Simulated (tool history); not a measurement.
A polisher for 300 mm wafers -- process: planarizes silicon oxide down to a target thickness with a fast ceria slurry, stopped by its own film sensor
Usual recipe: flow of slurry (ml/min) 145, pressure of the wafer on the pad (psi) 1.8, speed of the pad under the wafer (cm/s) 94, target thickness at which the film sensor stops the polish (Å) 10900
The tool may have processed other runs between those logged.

run   hour  flow of slurry (ml/min)  pressure of the wafer on the pad (psi)  speed of the pad under the wafer (cm/s)  target thickness at which the film sensor stops the polish (Å)  wafers since the last listed run  wafers polished on this pad  hours since the slurry nozzle was cleaned  hours since the head pressure was calibrated  incoming thickness of the incoming film, nm  time until the film sensor stopped the polish (s)
  1    0.0                      145                                     1.8                                      102                                                           10900                                 0                           23                                      191.1                                          45.9                                       1780.5                                               59.0
  2   16.3                      145                                     1.8                                       94                                                           11770                               161                          185                                      207.4                                          62.2                                       1718.0                                               49.5
  3   37.1                      145                                     1.8                                       94                                                           10900                               206                          391                                      228.2                                          83.0                                       1762.4                                               62.8
  4   56.4                      145                                     1.8                                       94                                                           10900                               191                          582                                      247.5                                         102.3                                       1762.1                                               63.0
  5   78.3                      145                                     1.8                                       94                                                           10900                               217                          800                                      269.4                                         124.2                                       1738.7                                               59.6
  6  129.2                      110                                     1.8                                       94                                                           10900                               504                         1304                                      320.3                                         175.1                                       1749.5                                               67.5
  7  164.6                      145                                     1.8                                       86                                                           10900                               350                         1655                                      355.7                                         210.5                                       1761.7                                               67.3
     199.4  -- worn pad replaced by a new one
  8  199.9                      145                                     1.8                                       86                                                           10900                               310                            4                                      391.0                                         245.8                                       1739.5                                               66.0
  9  211.2                      180                                     1.8                                       94                                                           10900                               112                          117                                      402.3                                         257.1                                       1734.6                                               56.4
     224.9  -- slurry nozzle cleaned
 10  236.5                      145                                     2.2                                       94                                                           12540                               240                          357                                       11.6                                         282.4                                       1767.0                                               43.6
 11  251.7                      185                                     1.8                                      102                                                           10900                               150                          508                                       26.8                                         297.6                                       1747.5                                               57.7
 12  266.2                      145                                     2.1                                       94                                                           10900                               143                          652                                       41.3                                         312.1                                       1750.3                                               59.6
 13  282.0                      145                                     1.6                                       70                                                           10900                               156                          808                                       57.1                                         327.9                                       1759.9                                              101.2
 14  298.3                      145                                     1.8                                       94                                                           10900                               161                          970                                       73.4                                         344.2                                       1740.7                                               67.7
 15  312.0                      145                                     1.8                                       94                                                           10900                               135                         1106                                       87.1                                         357.9                                       1753.0                                               70.3
     315.2  -- head pressure recalibrated
 16  338.0                      145                                     1.8                                       94                                                           10900                               237                         1344                                      113.1                                          22.8                                       1733.2                                               68.8
     349.3  -- slurry nozzle cleaned, repeated, since the last time left the tool worse
 17  354.6                      145                                     1.6                                       84                                                           10900                               154                         1498                                        5.3                                          39.4                                       1765.9                                               73.3
     377.1  -- worn pad replaced by a new one
 18  377.6                      165                                     1.5                                       94                                                           10900                               188                            4                                       28.3                                          62.4                                       1753.4                                               66.8
 19  483.1                      185                                     2.2                                      108                                                           10900                              1045                         1050                                      133.8                                         167.9                                       1769.3                                               42.8
 20  508.2                      145                                     1.8                                      124                                                           10900                               248                         1299                                      158.9                                         193.0                                       1752.2                                               47.5
 21  528.4                      185                                     2.2                                       64                                                           11620                               200                         1499                                      179.1                                         213.2                                       1754.1                                               58.3
 22  555.3                      165                                     2.3                                       94                                                            8890                               266                         1766                                      206.0                                         240.1                                       1760.5                                               61.5
 23  582.5                      145                                     1.8                                       94                                                           10900                               269                         2035                                      233.2                                         267.3                                       1747.5                                               60.1
     591.7  -- worn pad replaced by a new one
 24  601.2                      145                                     2.3                                       94                                                           13120                               145                           93                                      251.9                                         286.0                                       1734.7                                               30.5
 25  628.6                      190                                     1.8                                       84                                                           11630                               271                          365                                      279.3                                         313.4                                       1739.3                                               54.0
 26  642.6                      145                                     1.8                                       94                                                           10900                               138                          504                                      293.3                                         327.4                                       1752.5                                               61.1
 27  678.2                      145                                     1.8                                      108                                                           10900                               352                          857                                      328.9                                         363.0                                       1742.5                                               55.0
 28  712.7                      185                                     2.2                                      108                                                           10900                               342                         1199                                      363.4                                         397.5                                       1754.4                                               42.9
     719.3  -- head pressure recalibrated
 29  742.4                      145                                     1.8                                       70                                                           10280                               274                         1473                                      393.1                                          23.1                                       1779.4                                               88.3
     765.7  -- worn pad replaced by a new one
 30  775.7                      145                                     1.8                                      116                                                           11570                               290                           99                                      426.4                                          56.4                                       1738.2                                               45.7
 31  788.0                      185                                     1.8                                       94                                                           12820                               121                          221                                      438.7                                          68.7                                       1720.6                                               39.2
     808.1  -- slurry nozzle cleaned
 32  821.5                      145                                     2.1                                       94                                                           12660                               322                          543                                       13.4                                         102.2                                       1784.2                                               38.7
 33  854.4                      145                                     1.8                                       94                                                           12240                               326                          869                                       46.3                                         135.1                                       1778.5                                               48.5
 34  889.5                      145                                     1.8                                       94                                                           10900                               347                         1217                                       81.4                                         170.2                                       1764.9                                               60.0
 35  912.9                      145                                     1.6                                       82                                                           12520                               231                         1449                                      104.8                                         193.6                                       1724.8                                               53.1
 36  930.1                      105                                     1.8                                      106                                                           10190                               170                         1620                                      122.0                                         210.8                                       1754.8                                               66.3

Forecast each of these 5 alternatives for the next run:
  A  930.5                      145                                     1.8                                       94                                                           13170                                 3                         1624                                      122.4                                         211.2                                       1746.9                                                  ?
  B  930.5                      145                                     2.1                                       70                                                           13080                                 3                         1624                                      122.4                                         211.2                                       1746.9                                                  ?
  C  930.5                      145                                     1.8                                       64                                                           10900                                 3                         1624                                      122.4                                         211.2                                       1746.9                                                  ?
  D  930.5                      105                                     2.4                                       66                                                           10250                                 3                         1624                                      122.4                                         211.2                                       1746.9                                                  ?
  E  930.5                      145                                     1.8                                      116                                                           12500                                 3                         1624                                      122.4                                         211.2                                       1746.9                                                  ?

run  time until the film sensor stopped the polish (s)
  A                                               38.8
  B                                               43.9
  C                                               81.6
  D                                               72.9
  E                                               37.4
With no hidden state in the tool, these same runs would have given:
run  time until the film sensor stopped the polish (s)
  A                                               37.5
  B                                               42.4
  C                                               78.8
  D                                               69.6
  E                                               36.2

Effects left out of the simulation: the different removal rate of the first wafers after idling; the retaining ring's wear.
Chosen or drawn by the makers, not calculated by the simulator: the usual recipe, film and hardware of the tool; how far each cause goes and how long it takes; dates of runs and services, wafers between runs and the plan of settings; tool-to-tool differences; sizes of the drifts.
